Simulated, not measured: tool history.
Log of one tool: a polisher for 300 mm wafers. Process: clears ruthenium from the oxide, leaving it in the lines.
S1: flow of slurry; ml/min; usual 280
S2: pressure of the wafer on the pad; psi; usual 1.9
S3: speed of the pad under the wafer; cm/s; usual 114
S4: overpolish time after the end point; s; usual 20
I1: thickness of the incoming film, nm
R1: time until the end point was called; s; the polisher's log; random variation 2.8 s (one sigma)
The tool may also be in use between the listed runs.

run    hour   S1   S2   S3  S4     I1     R1
  1       0  280  1.9  114  24  170.2  133.8
  2    41.6  280  1.9  114  24  167.3  130.9
      103.5  -- slurry nozzle cleaned
  3     173  280  1.9  114  20  172.5  131.8
  4   215.7  280  1.9  114  20  171.9  136.4
  5   253.8  280  1.6  114  20    170    153
  6   287.7  280  1.6  114  20  168.2  152.5
      416.4  -- worn pad replaced by a new one
      435.7  -- head pressure recalibrated
  7   436.2  280  1.6  114  20  167.4  156.4
  8     486  280  1.9  114  20  167.9  140.7
  9   537.9  280  1.9  114  20  167.8  139.4
 10   585.6  280  1.9  114  20  168.9  135.3
 11   650.9  280  1.9  114  17  167.6  135.4
 12   697.4  280  1.9  114  17  170.4  139.4
 13   741.3  280  1.9  114  20  167.9  129.4
 14   774.4  280  1.9  114  20  169.6  133.7
 15     825  280  1.9  114  20  170.2    132
      838.2  -- slurry nozzle cleaned
 16   852.9  280  1.9  114  20  166.6  129.2
      865.2  -- worn pad replaced by a new one
 17   910.2  280  1.9  114  20  168.9  128.9
 18   936.7  280  1.4   90  11  171.6  211.6
 19   965.2  380  1.9  114  20    167  121.2
 20  1020.7  330  1.9  114  11    167  123.8
 21  1058.1  280  1.9  114  20    170    123
 22  1094.3  280  1.9  114  20  166.4  124.7
     1156.5  -- head pressure recalibrated
 23  1160.9  365  2.2  148  13  173.1  101.8
 24  1223.7  220  1.7  144  23    169  136.3
 25  1293.1  280  1.7   76  20  172.5  205.4
       1340  -- worn pad replaced by a new one
 26    1355  280  1.9  114  11  168.2  130.8
 27  1397.4  335  1.9  138  20  168.3  115.4
 28  1459.3  280  2.3  114  20  173.8  115.6
 29  1521.2  280  1.9  114  27  168.2    131
 30  1571.5  280  1.4  140  20  169.8  152.6
 31  1618.2  185  1.9  114  20  170.7  136.5
     1622.9  -- slurry nozzle cleaned
 32  1655.4  280  1.9  114  20    167  129.5
 33    1687  230  2.5   78  28  172.4  132.5
     1713.4  -- worn pad replaced by a new one
 34  1729.6  190  2.3  114  20  167.9  110.4
 35  1756.9  280  1.5   74  20  169.7  216.7
 36  1790.5  340  2.3  114  12  169.4   98.6
 37  1824.7  280  1.9  114  20  168.1  129.1
 38  1849.2  235  1.9  114  32  169.2  127.6

Forecast each of these 3 alternatives for the next run:
  A  1849.7  280  1.9  114  20  168.4   ?
  B  1849.7  310  1.7   74  20  168.4   ?
  C  1849.7  280  1.9   90  14  168.4   ?

run     R1
  A  122.8
  B    181
  C  144.1
Without the tool's hidden state the same runs would have given:
run     R1
  A  137.7
  B    203
  C  161.6
